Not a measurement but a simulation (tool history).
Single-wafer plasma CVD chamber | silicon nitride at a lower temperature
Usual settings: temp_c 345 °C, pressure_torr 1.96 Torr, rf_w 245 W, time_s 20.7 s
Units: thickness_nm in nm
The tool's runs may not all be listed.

run    hour  temp_c  pressure_torr  rf_w  time_s  read-back reference wafer on the same gauge, thickness_nm  thickness_nm
  1     0.0     335           1.96   245    20.7                                                     24.839        23.071
      169.9  -- thermocouple changed; heater temperature recalibrated
  2   189.2     335           1.96   245    20.7                                                     24.784        22.973
  3   229.8     345           1.71   245    20.7                                                     24.815        21.625
  4   290.1     345           1.71   245    20.7                                                     24.798        21.642
  5   353.0     345           1.96   245    20.7                                                     24.808        22.736
  6   416.0     345           1.96   245    20.7                                                     24.801        22.655
  7   443.5     345           1.96   245    20.7                                                     24.786        22.595
  8   468.9     354           1.96   245    20.7                                                     24.783        22.539
      627.6  -- capacitance manometer re-zeroed and calibrated
      638.7  -- RF generator calibrated
  9   644.1     332           1.96   295    20.7                                                     24.790        27.353
 10   687.8     345           1.96   260    20.7                                                     24.781        24.477
 11   718.3     345           1.96   210    22.4                                                     24.794        21.796
 12   769.8     345           1.96   245    20.7                                                     24.813        23.147
 13   831.4     354           1.96   245    20.7                                                     24.780        22.984
 14   896.0     345           1.96   230    20.7                                                     24.805        21.864
 15   938.1     332           2.41   275    23.0                                                     24.780        30.249
 16   990.1     331           1.96   245    20.7                                                     24.798        23.104
     1145.8  -- showerhead replaced
     1160.9  -- gauge calibrated
 17  1169.6     345           1.96   210    22.4                                                     24.786        21.594
 18  1240.3     345           1.96   245    20.7                                                     24.828        22.888
 19  1284.8     356           1.68   215    22.8                                                     24.788        21.199
 20  1335.1     345           1.96   225    20.7                                                     24.803        21.225
 21  1363.9     345           1.96   245    20.7                                                     24.806        22.843
 22  1389.2     356           2.39   230    23.1                                                     24.784        25.397
 23  1453.0     335           1.96   245    20.7                                                     24.773        22.867
 24  1492.5     345           1.66   205    19.0                                                     24.805        16.745

The next listed run, before its measurement:
 25  1536.6     345           1.96   245    20.7                                                          ?             ?

read-back reference wafer on the same gauge, thickness_nm: 24.789
thickness_nm: 22.808 nm
Without the tool's hidden state the same run would have given thickness_nm 23.171 nm.
